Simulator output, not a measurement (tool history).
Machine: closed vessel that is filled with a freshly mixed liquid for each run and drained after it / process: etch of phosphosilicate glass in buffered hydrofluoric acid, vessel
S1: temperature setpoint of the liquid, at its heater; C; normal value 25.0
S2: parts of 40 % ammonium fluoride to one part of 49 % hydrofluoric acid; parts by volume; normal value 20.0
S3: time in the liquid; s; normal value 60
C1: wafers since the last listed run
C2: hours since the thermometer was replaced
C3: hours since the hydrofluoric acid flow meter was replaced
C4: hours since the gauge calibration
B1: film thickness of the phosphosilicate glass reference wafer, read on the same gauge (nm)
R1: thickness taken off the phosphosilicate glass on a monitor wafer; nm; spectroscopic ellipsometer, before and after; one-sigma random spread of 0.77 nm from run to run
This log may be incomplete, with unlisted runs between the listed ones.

run	hour	S1	S2	S3	C1	C2	C3	C4	B1	R1
1	0.0	25.0	20.0	60	0	342.2	821.5	40.4	119.97	115.39
2	8.8	25.0	20.0	60	1137	351.0	830.3	49.2	120.06	114.27
3	17.6	23.5	20.0	60	1137	359.8	839.1	58.0	119.97	105.12
4	53.7	23.5	20.0	60	4667	395.9	875.2	94.1	119.97	104.50
5	66.5	23.5	20.0	60	1654	408.7	888.0	106.9	119.99	104.74
6	74.1	25.0	20.0	60	982	416.3	895.6	114.5	119.95	112.06
7	85.7	25.0	20.0	60	1499	427.9	907.2	126.1	120.01	113.62
8	101.3	22.5	20.0	60	2016	443.5	922.8	141.7	119.99	98.66
9	118.5	25.0	20.0	60	2223	460.7	940.0	158.9	119.97	113.72
10	134.0	25.0	20.0	60	2003	476.2	955.5	174.4	120.01	113.78
# hour 134.6: gauge calibrated
# hour 146.6: hydrofluoric acid flow meter replaced
11	147.8	25.0	20.0	50	1654	490.0	1.2	13.2	119.97	90.09
12	164.0	23.0	20.0	75	2094	506.2	17.4	29.4	119.97	119.40
13	172.3	22.5	25.0	85	1073	514.5	25.7	37.7	119.99	114.40
14	185.3	25.0	20.0	60	1680	527.5	38.7	50.7	119.97	106.28
# hour 193.3: thermometer replaced
15	196.4	20.5	20.0	85	1305	3.1	49.8	61.8	120.01	117.36
# hour 203.0: hydrofluoric acid flow meter replaced, repeated, since the last time left the tool worse
16	209.7	25.0	25.0	85	1590	16.4	6.7	75.1	119.98	147.76
17	219.3	23.0	15.5	85	1241	26.0	16.3	84.7	119.99	196.36
18	229.4	25.0	26.5	40	1305	36.1	26.4	94.8	120.00	66.45
19	238.2	25.0	20.0	60	1137	44.9	35.2	103.6	120.01	119.96
20	248.0	25.0	20.0	60	1266	54.7	45.0	113.4	119.97	119.09

Here are 4 independent what-if runs from the current tool condition. What would each one return?
A	248.7	25.0	20.0	75	90	55.4	45.7	114.1	?	?
B	248.7	25.0	23.0	40	90	55.4	45.7	114.1	?	?
C	248.7	26.5	20.0	75	90	55.4	45.7	114.1	?	?
D	248.7	25.0	20.0	30	90	55.4	45.7	114.1	?	?

run	B1	R1
A	120.01	148.11
B	120.01	71.76
C	120.01	160.64
D	120.01	59.24
With the hidden condition removed and each run's random variation left untouched, the same runs would have given:
run	R1
A	148.87
B	72.12
C	161.46
D	59.55
